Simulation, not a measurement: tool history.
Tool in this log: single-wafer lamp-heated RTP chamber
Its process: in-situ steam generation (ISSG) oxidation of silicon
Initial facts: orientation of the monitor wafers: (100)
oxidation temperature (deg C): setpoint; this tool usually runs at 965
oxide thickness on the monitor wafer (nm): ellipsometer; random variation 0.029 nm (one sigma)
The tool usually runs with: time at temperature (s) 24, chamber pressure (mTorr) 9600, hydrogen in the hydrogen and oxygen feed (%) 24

run,hour,oxidation temperature (deg C),time at temperature (s),chamber pressure (mTorr),hydrogen in the hydrogen and oxygen feed (%),"read-back reference wafer on the same gauge, thickness",oxide thickness on the monitor wafer (nm)
1,0,965,24,10200,24,4.055,5.177
# hour 3.2: gauge calibrated
2,96.6,965,24,10200,24,4.045,5.125
3,233.7,965,24,10200,24,4.05,5.226
# hour 304.9: pyrometer window cleaned and pyrometer calibrated
4,325.1,965,24,9600,24,4.047,5.125
5,402.9,965,24,9600,24,4.043,5.166
6,500.6,965,24,9600,24,4.053,5.185
7,572.4,952,27,9600,24,4.06,5.236
# hour 626.2: pressure gauge zeroed
8,656.1,952,27,9600,24,4.041,5.273
9,699,965,24,9600,24,4.049,5.272
10,750.7,965,24,9600,17,4.058,4.865
# hour 917.4: pyrometer window cleaned and pyrometer calibrated
# hour 926.9: hydrogen flow controller replaced
# hour 1004.8: gauge calibrated
11,1010.8,948,24,10200,16,4.057,4.38
12,1116.3,956,29,9100,32,4.053,5.843
13,1175.9,948,24,10200,16,4.049,4.472
14,1271,949,24,9600,20,4.05,4.726
15,1312.2,965,24,10200,21,4.051,5.01
16,1415.5,965,24,9100,24,4.05,5.266

Consider 3 possible next runs. They are alternatives, not a sequence: every one starts from the tool as it was left by run 16. What does each give?
A,1415.9,974,24,9600,24,?,?
B,1415.9,965,17,9600,24,?,?
C,1415.9,965,29,9600,28,?,?

run,"read-back reference wafer on the same gauge, thickness",oxide thickness on the monitor wafer (nm)
A,4.051,5.444
B,4.051,4.53
C,4.051,5.933
What these runs would have given with no unlogged condition in the tool:
run,oxide thickness on the monitor wafer (nm)
A,5.237
B,4.384
C,5.706

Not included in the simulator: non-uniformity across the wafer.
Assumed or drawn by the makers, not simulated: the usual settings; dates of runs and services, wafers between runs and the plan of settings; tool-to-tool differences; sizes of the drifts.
